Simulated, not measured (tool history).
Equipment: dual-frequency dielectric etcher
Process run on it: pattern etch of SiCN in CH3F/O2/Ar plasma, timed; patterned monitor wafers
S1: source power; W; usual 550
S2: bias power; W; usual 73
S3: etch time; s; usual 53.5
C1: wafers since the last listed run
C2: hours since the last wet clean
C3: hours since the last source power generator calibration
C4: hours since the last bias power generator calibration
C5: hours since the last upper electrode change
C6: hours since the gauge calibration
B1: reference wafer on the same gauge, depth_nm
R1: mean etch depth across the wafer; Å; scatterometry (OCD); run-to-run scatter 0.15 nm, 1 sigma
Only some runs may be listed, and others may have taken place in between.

| run | day | S1 | S2 | S3 | C1 | C2 | C3 | C4 | C5 | C6 | B1 | R1 |
|---|---|---|---|---|---|---|---|---|---|---|---|---|
| 1 | 0.000 | 550 | 73 | 53.5 | 0 | 266.1 | 3644.8 | 1100.7 | 2692.3 | 274.9 | 20.59 | 234.6 |
|  | 1.842 | wet clean of the chamber |
| 2 | 2.471 | 490 | 73 | 49.0 | 477 | 15.1 | 3704.1 | 1160.0 | 2751.6 | 334.2 | 20.61 | 202.2 |
| 3 | 3.967 | 550 | 73 | 53.5 | 486 | 51.0 | 3740.0 | 1195.9 | 2787.5 | 370.1 | 20.57 | 225.7 |
| 4 | 8.025 | 550 | 73 | 53.5 | 1318 | 148.4 | 3837.4 | 1293.3 | 2884.9 | 467.5 | 20.65 | 231.3 |
| 5 | 9.196 | 550 | 73 | 53.5 | 380 | 176.5 | 3865.5 | 1321.4 | 2913.0 | 495.6 | 20.62 | 228.6 |
| 6 | 10.567 | 550 | 73 | 53.5 | 445 | 209.4 | 3898.4 | 1354.3 | 2945.9 | 528.5 | 20.59 | 230.9 |
| 7 | 11.775 | 550 | 73 | 53.5 | 392 | 238.4 | 3927.4 | 1383.3 | 2974.9 | 557.5 | 20.55 | 231.4 |
| 8 | 12.467 | 550 | 73 | 53.5 | 224 | 255.0 | 3944.0 | 1399.9 | 2991.5 | 574.1 | 20.60 | 231.8 |
|  | 13.662 | upper electrode replaced |
| 9 | 13.725 | 580 | 73 | 53.5 | 83 | 285.2 | 3974.2 | 1430.1 | 1.5 | 604.3 | 20.63 | 236.6 |
| 10 | 14.271 | 550 | 73 | 53.5 | 177 | 298.3 | 3987.3 | 1443.2 | 14.6 | 617.4 | 20.60 | 232.4 |
|  | 15.308 | wet clean of the chamber |
| 11 | 15.329 | 550 | 73 | 53.5 | 18 | 0.5 | 4012.7 | 1468.6 | 40.0 | 642.8 | 20.60 | 227.0 |
| 12 | 16.200 | 420 | 83 | 53.5 | 282 | 21.4 | 4033.6 | 1489.5 | 60.9 | 663.7 | 20.54 | 215.8 |
| 13 | 17.062 | 470 | 73 | 57.5 | 280 | 42.1 | 4054.3 | 1510.2 | 81.6 | 684.4 | 20.60 | 235.0 |
| 14 | 17.662 | 630 | 88 | 64.0 | 194 | 56.5 | 4068.7 | 1524.6 | 96.0 | 698.8 | 20.60 | 293.7 |
| 15 | 18.954 | 460 | 87 | 64.5 | 419 | 87.5 | 4099.7 | 1555.6 | 127.0 | 729.8 | 20.56 | 271.2 |
| 16 | 19.517 | 550 | 73 | 53.5 | 182 | 101.0 | 4113.2 | 1569.1 | 140.5 | 743.3 | 20.63 | 231.9 |
| 17 | 21.012 | 550 | 87 | 63.5 | 486 | 136.9 | 4149.1 | 1605.0 | 176.4 | 779.2 | 20.63 | 285.2 |
|  | 21.438 | source power generator calibrated |
| 18 | 21.617 | 550 | 80 | 53.5 | 142 | 151.4 | 4.3 | 1619.5 | 190.9 | 793.7 | 20.59 | 238.1 |
| 19 | 22.338 | 480 | 73 | 37.5 | 234 | 168.7 | 21.6 | 1636.8 | 208.2 | 811.0 | 20.61 | 155.9 |
| 20 | 23.350 | 550 | 73 | 53.5 | 329 | 193.0 | 45.9 | 1661.1 | 232.5 | 835.3 | 20.60 | 231.9 |
| 21 | 23.929 | 610 | 66 | 67.5 | 188 | 206.9 | 59.8 | 1675.0 | 246.4 | 849.2 | 20.57 | 299.3 |
| 22 | 25.371 | 420 | 83 | 53.5 | 468 | 241.5 | 94.4 | 1709.6 | 281.0 | 883.8 | 20.58 | 219.0 |
|  | 26.038 | bias power generator calibrated |
| 23 | 26.533 | 440 | 73 | 39.5 | 323 | 269.4 | 122.3 | 11.9 | 308.9 | 911.7 | 20.59 | 163.3 |
|  | 28.225 | gauge calibrated |
|  | 29.079 | wet clean of the chamber |
| 24 | 30.571 | 550 | 87 | 43.0 | 987 | 35.8 | 219.2 | 108.8 | 405.8 | 56.3 | 20.57 | 189.7 |
| 25 | 31.875 | 680 | 73 | 60.5 | 423 | 67.1 | 250.5 | 140.1 | 437.1 | 87.6 | 20.61 | 274.3 |
| 26 | 33.150 | 550 | 60 | 40.5 | 414 | 97.7 | 281.1 | 170.7 | 467.7 | 118.2 | 20.62 | 168.3 |
| 27 | 34.458 | 680 | 86 | 53.5 | 425 | 129.1 | 312.5 | 202.1 | 499.1 | 149.6 | 20.59 | 253.1 |
| 28 | 35.571 | 550 | 73 | 53.5 | 361 | 155.8 | 339.2 | 228.8 | 525.8 | 176.3 | 20.56 | 232.8 |
| 29 | 39.879 | 550 | 73 | 63.5 | 1400 | 259.2 | 442.6 | 332.2 | 629.2 | 279.7 | 20.55 | 274.8 |
| 30 | 40.617 | 550 | 73 | 53.5 | 239 | 276.9 | 460.3 | 349.9 | 646.9 | 297.4 | 20.60 | 233.7 |

Predict each of these 4 candidate next runs independently; none follows another, all start after run 30:
| A | 40.633 | 550 | 59 | 53.5 | 5 | 277.3 | 460.7 | 350.3 | 647.3 | 297.8 | ? | ? |
| B | 40.633 | 440 | 80 | 68.5 | 5 | 277.3 | 460.7 | 350.3 | 647.3 | 297.8 | ? | ? |
| C | 40.633 | 500 | 78 | 61.0 | 5 | 277.3 | 460.7 | 350.3 | 647.3 | 297.8 | ? | ? |
| D | 40.633 | 640 | 86 | 48.0 | 5 | 277.3 | 460.7 | 350.3 | 647.3 | 297.8 | ? | ? |

| run | B1 | R1 |
|---|---|---|
| A | 20.60 | 223.2 |
| B | 20.60 | 281.2 |
| C | 20.60 | 258.9 |
| D | 20.60 | 223.9 |
Stripped of hidden state, with their random variation kept, the same runs would have yielded:
| run | R1 |
|---|---|
| A | 218.0 |
| B | 274.7 |
| C | 252.9 |
| D | 218.7 |
